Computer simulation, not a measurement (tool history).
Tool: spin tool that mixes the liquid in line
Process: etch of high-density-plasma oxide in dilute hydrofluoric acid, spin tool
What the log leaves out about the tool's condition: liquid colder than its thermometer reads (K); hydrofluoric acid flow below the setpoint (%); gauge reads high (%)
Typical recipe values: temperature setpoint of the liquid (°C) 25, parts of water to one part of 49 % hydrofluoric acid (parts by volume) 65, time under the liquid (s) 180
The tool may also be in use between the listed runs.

run    hour  temperature setpoint of the liquid (°C)  parts of water to one part of 49 % hydrofluoric acid (parts by volume)  time under the liquid (s)  wafers since the last listed run  hours since the thermometer was replaced  hours since the hydrofluoric acid flow meter was replaced  hours since the gauge calibration  read-back film thickness of the high-density-plasma oxide reference wafer, read on the same gauge (nm)  thickness taken off the high-density-plasma oxide on a monitor wafer (Å)
  1       0                                       25                                                                      65                        180                                 0                                    1403.8                                                       1337                                313                                                                                                   29.55                                                                     161.1
  2    40.2                                       25                                                                      65                        180                               236                                      1444                                                     1377.2                              353.2                                                                                                   29.46                                                                     162.4
  3   104.9                                       25                                                                      65                        180                               380                                    1508.7                                                     1441.9                              417.9                                                                                                   29.42                                                                     161.1
  4   244.2                                       25                                                                      65                        180                               818                                      1648                                                     1581.2                              557.2                                                                                                   29.32                                                                     161.2
  5   278.4                                       25                                                                      65                        180                               200                                    1682.2                                                     1615.4                              591.4                                                                                                   29.25                                                                     159.6
  6   468.6                                       25                                                                      65                        180                              1117                                    1872.4                                                     1805.6                              781.6                                                                                                   29.15                                                                     161.9
  7   540.2                                       25                                                                      65                        180                               420                                      1944                                                     1877.2                              853.2                                                                                                   29.08                                                                       160
  8     697                                       25                                                                      65                        180                               921                                    2100.8                                                       2034                               1010                                                                                                   29.06                                                                       160
      705.9  -- gauge calibrated
  9     753                                       22                                                                      65                        180                               328                                    2156.8                                                       2090                               47.1                                                                                                   29.88                                                                     145.4
      802.8  -- hydrofluoric acid flow meter replaced
 10   803.3                                       21                                                                      85                        180                               289                                    2207.1                                                        0.5                               97.4                                                                                                   29.71                                                                     104.7
 11   835.2                                       21                                                                      85                        180                               187                                      2239                                                       32.4                              129.3                                                                                                   29.64                                                                     102.6
 12   897.2                                       25                                                                      65                        180                               364                                      2301                                                       94.4                              191.3                                                                                                   29.49                                                                     160.6
 13   965.6                                       25                                                                      65                        180                               401                                    2369.4                                                      162.8                              259.7                                                                                                   29.35                                                                     160.3
 14  1024.7                                       25                                                                      65                        180                               347                                    2428.5                                                      221.9                              318.8                                                                                                   29.28                                                                     160.5
     1072.8  -- thermometer replaced
 15  1077.6                                       25                                                                      65                        260                               304                                       4.8                                                      274.8                              371.7                                                                                                   29.14                                                                     230.6
 16  1144.4                                       30                                                                      80                        255                               392                                      71.6                                                      341.6                              438.5                                                                                                    29.1                                                                     217.1

Run 17, settings as shown, results not yet in. Your forecast:
 17  1176.9                                       27                                                                      55                        215                               190                                     104.1                                                      374.1                                471                                                                                                       ?                                                                         ?

Run 17 gave read-back film thickness of the high-density-plasma oxide reference wafer, read on the same gauge (nm) 29.04, thickness taken off the high-density-plasma oxide on a monitor wafer (Å) 246.1.
On a tool with no hidden condition, and with the same random variation, this run would have come out at thickness taken off the high-density-plasma oxide on a monitor wafer (Å) 254.2.
